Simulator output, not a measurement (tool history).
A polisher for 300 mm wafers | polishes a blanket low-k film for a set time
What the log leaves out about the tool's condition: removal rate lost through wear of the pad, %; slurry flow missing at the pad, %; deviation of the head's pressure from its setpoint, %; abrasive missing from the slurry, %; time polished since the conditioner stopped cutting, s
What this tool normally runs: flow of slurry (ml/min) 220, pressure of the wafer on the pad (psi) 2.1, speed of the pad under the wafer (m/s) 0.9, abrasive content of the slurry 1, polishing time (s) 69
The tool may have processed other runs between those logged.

run,hour,flow of slurry (ml/min),pressure of the wafer on the pad (psi),speed of the pad under the wafer (m/s),abrasive content of the slurry,polishing time (s),wafers since the last listed run,wafers polished on this pad,hours since the slurry nozzle was cleaned,hours since the head pressure was calibrated,hours since the slurry blender was calibrated,hours since the conditioning disc was replaced,"incoming thickness of the incoming film, nm",film removed (angstrom)
1,0,220,2.1,0.98,1,69,0,698,38.1,37,314.6,114.5,450.9,321
# hour 43.2: slurry blender recalibrated
2,57.2,220,2.1,0.98,1,69,568,1266,95.3,94.2,14,171.7,449.4,306
# hour 107.6: conditioning disc replaced and pad reconditioned
3,116.9,220,2.1,0.98,1,69,594,1861,155,153.9,73.7,9.3,444.4,293
4,160.7,220,2.1,0.9,1,69,451,2312,198.8,197.7,117.5,53.1,443.5,269
# hour 194.2: worn pad replaced by a new one
5,245.1,220,2.1,0.9,1,69,828,524,283.2,282.1,201.9,137.5,451,300
6,319.9,220,2.1,0.9,1,69,770,1295,358,356.9,276.7,212.3,444.5,284
# hour 349: slurry blender recalibrated
7,383,220,2.1,0.9,1,69,629,1925,421.1,420,34,275.4,453.1,278
# hour 400.2: conditioning disc replaced and pad reconditioned
# hour 418.6: worn pad replaced by a new one
8,456.4,220,2.1,0.9,1,53,694,389,494.5,493.4,107.4,56.2,448,232
# hour 463.4: slurry nozzle cleaned
9,537.2,220,2.1,0.9,0.8,69,822,1211,73.8,574.2,188.2,137,443.8,255
10,603.4,250,1.7,0.9,0.8,76,682,1893,140,640.4,254.4,203.2,457.4,238
# hour 616.9: head pressure recalibrated
11,644.2,220,2.4,0.9,1,83,399,2293,180.8,27.3,295.2,244,451.9,361
# hour 654: slurry blender recalibrated
12,689.3,220,1.8,0.9,1,69,444,2737,225.9,72.4,35.3,289.1,450.1,232
# hour 694.3: conditioning disc replaced and pad reconditioned
# hour 707.7: worn pad replaced by a new one
13,725.4,185,2.1,1.04,1,69,310,182,262,108.5,71.4,31.1,447.8,339
14,771.5,220,1.8,0.9,1,69,475,657,308.1,154.6,117.5,77.2,449.4,267
15,831.4,220,2.1,0.9,1,69,617,1275,368,214.5,177.4,137.1,445.5,290
# hour 929.4: conditioning disc replaced and pad reconditioned
16,938.9,220,2.7,0.9,1.25,69,1087,2362,475.5,322,284.9,9.5,454.4,374
# hour 951.8: worn pad replaced by a new one
# hour 958.1: slurry blender recalibrated
# hour 1006.4: slurry nozzle cleaned
17,1022.2,220,2.1,1,1.2,69,786,694,15.8,405.3,64.1,92.8,456.2,350
18,1102.7,155,2.1,1.18,0.7,69,829,1523,96.3,485.8,144.6,173.3,458.4,290
# hour 1177.5: conditioning disc replaced and pad reconditioned
# hour 1224.6: worn pad replaced by a new one
# hour 1250.9: head pressure recalibrated
# hour 1282.9: slurry blender recalibrated
19,1288.6,185,2.1,1.2,0.9,69,1812,618,282.2,37.7,5.7,111.1,456.5,358

Consider 5 possible next runs. They are alternatives, not a sequence: every one starts from the tool as it was left by run 19. What does each give?
A,1289,220,2.1,0.9,1,77,4,622,282.6,38.1,6.1,111.5,459,?
B,1289,175,2.1,0.9,1.2,69,4,622,282.6,38.1,6.1,111.5,459,?
C,1289,220,1.8,1.06,0.85,81,4,622,282.6,38.1,6.1,111.5,459,?
D,1289,220,2.1,0.76,0.85,69,4,622,282.6,38.1,6.1,111.5,459,?
E,1289,220,2.1,0.9,0.85,78,4,622,282.6,38.1,6.1,111.5,459,?

run,film removed (angstrom)
A,325
B,306
C,321
D,237
E,307
Without the tool's unlogged condition, the same runs would have read:
run,film removed (angstrom)
A,339
B,319
C,334
D,247
E,320
